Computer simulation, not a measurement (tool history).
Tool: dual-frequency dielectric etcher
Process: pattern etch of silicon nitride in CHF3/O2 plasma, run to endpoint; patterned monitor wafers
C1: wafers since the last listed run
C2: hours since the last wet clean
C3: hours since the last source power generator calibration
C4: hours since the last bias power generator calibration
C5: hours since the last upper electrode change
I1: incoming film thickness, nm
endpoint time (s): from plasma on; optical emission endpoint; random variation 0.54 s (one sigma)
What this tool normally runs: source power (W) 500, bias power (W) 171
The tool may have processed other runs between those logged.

Run 1, hour 0: usual settings but source power (W) 590, bias power (W) 181; C1 0; C2 330.3; C3 1726.2; C4 4227.6; C5 4817.1; I1 111.1. Result: endpoint time (s) 72.2.
Run 2, hour 8.7: usual settings but source power (W) 590, bias power (W) 181; C1 115; C2 339; C3 1734.9; C4 4236.3; C5 4825.8; I1 110.9. Result: endpoint time (s) 73.1.
Run 3, hour 15.1: usual settings but source power (W) 590, bias power (W) 181; C1 85; C2 345.4; C3 1741.3; C4 4242.7; C5 4832.2; I1 110.5. Result: endpoint time (s) 71.6.
At hour 54.5: wet clean of the chamber.
At hour 59.2: bias power generator calibrated.
At hour 60.2: source power generator calibrated.
At hour 67.7: upper electrode replaced.
Run 4, hour 68.2: usual settings but bias power (W) 153; C1 220; C2 13.7; C3 8; C4 9; C5 0.5; I1 110.8. Result: endpoint time (s) 79.7.
Run 5, hour 68.6: usual settings but bias power (W) 153; C1 5; C2 14.1; C3 8.4; C4 9.4; C5 0.9; I1 109.4. Result: endpoint time (s) 77.8.
Run 6, hour 68.9: usual settings but bias power (W) 153; C1 3; C2 14.4; C3 8.7; C4 9.7; C5 1.2; I1 111.2. Result: endpoint time (s) 78.8.
Run 7, hour 71.2: usual settings; C1 30; C2 16.7; C3 11; C4 12; C5 3.5; I1 111. Result: endpoint time (s) 77.1.
Run 8, hour 87: usual settings; C1 210; C2 32.5; C3 26.8; C4 27.8; C5 19.3; I1 110.5. Result: endpoint time (s) 76.
Run 9, hour 102.6: usual settings; C1 207; C2 48.1; C3 42.4; C4 43.4; C5 34.9; I1 110.7. Result: endpoint time (s) 76.1.
Run 10, hour 109.6: usual settings but source power (W) 550, bias power (W) 195; C1 93; C2 55.1; C3 49.4; C4 50.4; C5 41.9; I1 110.3. Result: endpoint time (s) 72.9.
Run 11, hour 119: usual settings but bias power (W) 159; C1 124; C2 64.5; C3 58.8; C4 59.8; C5 51.3; I1 110.7. Result: endpoint time (s) 78.
Run 12, hour 127.6: usual settings but source power (W) 430, bias power (W) 197; C1 114; C2 73.1; C3 67.4; C4 68.4; C5 59.9; I1 111. Result: endpoint time (s) 76.8.
Run 13, hour 137.5: usual settings but source power (W) 600, bias power (W) 204; C1 131; C2 83; C3 77.3; C4 78.3; C5 69.8; I1 111.1. Result: endpoint time (s) 69.6.
Run 14, hour 144: usual settings but source power (W) 600, bias power (W) 147; C1 86; C2 89.5; C3 83.8; C4 84.8; C5 76.3; I1 110.6. Result: endpoint time (s) 75.4.

Each row is a separate what-if for the run after 14, all from the same tool condition, not one after another. Results?
Run A, hour 144.4: usual settings but bias power (W) 129; C1 5; C2 89.9; C3 84.2; C4 85.2; C5 76.7; I1 112.1. Result: endpoint time (s) ?.
Run B, hour 144.4: usual settings but source power (W) 380, bias power (W) 141; C1 5; C2 89.9; C3 84.2; C4 85.2; C5 76.7; I1 112.1. Result: endpoint time (s) ?.
Run C, hour 144.4: usual settings but source power (W) 390, bias power (W) 182; C1 5; C2 89.9; C3 84.2; C4 85.2; C5 76.7; I1 112.1. Result: endpoint time (s) ?.
Run D, hour 144.4: usual settings but source power (W) 550, bias power (W) 204; C1 5; C2 89.9; C3 84.2; C4 85.2; C5 76.7; I1 112.1. Result: endpoint time (s) ?.
Run E, hour 144.4: usual settings but source power (W) 420; C1 5; C2 89.9; C3 84.2; C4 85.2; C5 76.7; I1 112.1. Result: endpoint time (s) ?.

run  endpoint time (s)
  A               82.8
  B               86.6
  C                 81
  D               72.6
  E               80.9
What these runs would have given with no unlogged condition in the tool:
run  endpoint time (s)
  A               82.8
  B               86.6
  C                 81
  D               72.6
  E               80.9
